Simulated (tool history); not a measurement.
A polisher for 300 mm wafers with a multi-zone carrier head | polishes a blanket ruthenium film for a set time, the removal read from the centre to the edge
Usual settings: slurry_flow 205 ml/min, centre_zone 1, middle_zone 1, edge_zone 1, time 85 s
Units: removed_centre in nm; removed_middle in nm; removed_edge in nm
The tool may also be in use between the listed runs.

run    hour  slurry_flow  centre_zone  middle_zone  edge_zone  time  incoming thickness of the incoming film, nm  removed_centre  removed_middle  removed_edge
  1       0          180            1            1          1    96                                        585.2           120.8             115         119.9
  2    80.3          180            1            1          1    96                                        588.6           118.7           113.5         115.1
  3   170.9          205            1            1       0.96    85                                        588.7           103.6            97.8          99.6
      178.5  -- slurry nozzle cleaned
      224.6  -- carrier head's membrane replaced by a new one
  4     231          205            1            1          1    85                                        579.6            99.2            96.5            98
  5   314.4          205            1            1          1    85                                        595.5            97.4            94.2          94.5
  6   398.6          205         0.94            1          1    85                                        589.8            90.7            90.6          92.1
      403.6  -- worn pad replaced by a new one
  7   483.2          205         0.94            1          1    85                                        586.6           101.2           101.1         107.9
  8   559.9          205            1            1          1    85                                        591.9             102           100.2         102.2
      605.7  -- slurry nozzle cleaned
  9   614.3          205            1            1          1    85                                        588.7           100.6            99.3         102.1
 10   668.3          205            1            1          1    85                                        594.7           100.1            96.9          99.1
      702.1  -- centre zone pressure recalibrated
      819.4  -- worn pad replaced by a new one
      904.2  -- edge zone pressure recalibrated
 11   923.5          235            1         0.95          1    85                                        585.3           108.4            99.3         105.6
      981.8  -- slurry nozzle cleaned
 12   990.8          140            1            1          1   105                                        594.4           118.6           117.9         121.3
 13  1060.9          185         1.11         1.05       0.91    85                                        580.9           111.4            98.3          97.6
 14  1131.7          205            1            1          1    85                                        594.1           101.3            95.3          97.3
     1250.5  -- worn pad replaced by a new one
 15  1332.4          205         1.06         0.92          1    85                                        584.5           112.2            95.3         104.8
     1393.9  -- centre zone pressure recalibrated
     1416.7  -- carrier head's membrane replaced by a new one
       1417  -- slurry nozzle cleaned
 16  1427.2          275            1         1.04          1    85                                        583.2             108           105.1           106
 17  1483.2          205            1            1          1    85                                        587.2           102.1            98.4            99
 18  1558.2          185         0.96         0.92          1    85                                        586.8            95.5            87.3          98.2
 19  1601.9          205            1         0.94       1.05    85                                        588.5            97.6            89.6            96
     1625.1  -- worn pad replaced by a new one
 20  1660.1          205            1            1          1    85                                        591.3           106.9             102         105.7
 21  1731.6          205            1          1.1        0.9    85                                          588           102.9           109.5          98.5
     1764.6  -- slurry nozzle cleaned
 22  1785.2          205         1.07            1          1    85                                        590.6           109.4            98.6          99.3
 23  1872.8          205            1            1       1.05    85                                        592.2            99.9            95.5           101

Forecast each of these 3 alternatives for the next run:
  A  1873.3          205            1            1          1    85                                        598.6               ?               ?             ?
  B  1873.3          205            1            1          1    65                                        598.6               ?               ?             ?
  C  1873.3          205         0.96            1          1    61                                        598.6               ?               ?             ?

run  removed_centre  removed_middle  removed_edge
  A            98.7            95.1          96.5
  B            75.5            72.7          73.8
  C              68            68.3          69.3
Without the tool's hidden state the same runs would have given:
run  removed_centre  removed_middle  removed_edge
  A           109.2           105.2         106.8
  B            83.5            80.4          81.7
  C            75.2            75.5          76.6

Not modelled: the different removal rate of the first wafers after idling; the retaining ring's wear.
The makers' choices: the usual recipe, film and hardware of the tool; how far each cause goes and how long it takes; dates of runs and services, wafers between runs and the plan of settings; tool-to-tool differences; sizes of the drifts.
